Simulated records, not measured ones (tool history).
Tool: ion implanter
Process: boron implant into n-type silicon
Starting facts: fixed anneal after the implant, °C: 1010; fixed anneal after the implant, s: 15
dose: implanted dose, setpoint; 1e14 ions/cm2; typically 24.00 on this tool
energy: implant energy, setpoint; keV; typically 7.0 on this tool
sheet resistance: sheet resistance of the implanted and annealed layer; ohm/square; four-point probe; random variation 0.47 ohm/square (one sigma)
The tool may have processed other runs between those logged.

run   hour   dose  energy  read-back reference wafer on the same gauge, sheet resistance  sheet resistance
  1    0.0  24.00     8.0                                                         119.00            126.41
  2   13.2  24.00     7.0                                                         118.96            136.47
  3   20.6  24.00     7.0                                                         119.06            136.23
  4   35.8  29.25     8.0                                                         118.97            123.52
  5   45.3  29.25     8.0                                                         118.97            123.21
  6   53.8  24.00     7.0                                                         119.01            136.80
  7   67.2  24.00     7.0                                                         119.00            135.74
  8   75.3  19.47     8.5                                                         118.97            125.86
  9   93.0  19.02     6.5                                                         119.02            143.89
 10  104.2  29.25     8.0                                                         118.94            123.79
 11  110.8  24.00     7.0                                                         118.98            136.21
 12  126.6  24.00     7.0                                                         119.06            135.62
 13  133.9  16.86     5.0                                                         118.99            165.94
 14  150.4  24.00     5.5                                                         118.98            153.38
 15  163.7  24.00     8.5                                                         119.02            122.00

Not shown: 4 entries that the log had between the listed runs. Between which runs, and how does the tool's hidden state differ before and after?
Logged between run 4 and run 5: gauge calibrated (hour 40.9)
  the hidden state is the same at both runs
Logged between run 8 and run 9: extraction supply calibrated (hour 88.2)
  the hidden state is the same at both runs
Logged between run 9 and run 10: Faraday cup replaced and dose calibrated (hour 101.9)
  the hidden state is the same at both runs
Logged between run 11 and run 12: gauge calibrated (hour 114.9)
  the hidden state is the same at both runs
